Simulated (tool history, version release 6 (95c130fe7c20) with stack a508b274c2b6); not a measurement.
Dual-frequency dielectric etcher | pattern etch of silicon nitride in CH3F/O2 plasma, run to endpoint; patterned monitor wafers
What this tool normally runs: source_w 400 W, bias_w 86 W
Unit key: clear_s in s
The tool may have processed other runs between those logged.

run   hour  source_w  bias_w  incoming incoming film thickness, nm  clear_s
  1      0       480      92                                 106.2     96.6
  2   47.7       480      92                                 105.6     95.7
  3  112.2       480      92                                 105.9     96.5
  4  148.6       400      86                                 104.3    104.9
     199.5  -- bias power generator calibrated
  5  208.2       400      86                                 105.9    106.9
     266.7  -- upper electrode replaced
  6  267.2       370      86                                 105.7    110.1
  7  297.4       400      86                                 105.8    107.5
  8  347.9       450      86                                 105.9    103.2
       366  -- source power generator calibrated
  9  375.1       440      65                                 106.3    114.9
 10  414.2       370     101                                 105.5    103.5
     450.1  -- wet clean of the chamber
 11  481.4       440      69                                 104.9    109.1
 12  547.2       400     107                                 105.6       97
 13  602.8       480      64                                 106.3    110.9
 14  663.9       400      86                                 105.5    106.6

Some steps in clear_s, run to run, broken into two amounts with sign: the step expected even without the hidden condition (settings, incoming material, random variation), and the rest, left for the hidden condition together with whatever gauge scatter is not in both the measured and the hidden-condition-free result:
Hidden state present: etch rate over this chamber's usual, %; source power that arrives over what is set, %; bias power that arrives over what is set, %.
Run 10 -> 11: source_w 370 -> 440, bias_w 101 -> 69, wet clean of the chamber. clear_s +5.6 s: hidden state -2.1, all else +7.7.
Run 12 -> 13: source_w 400 -> 480, bias_w 107 -> 64. clear_s +13.9 s: hidden state +0.5, all else +13.4.
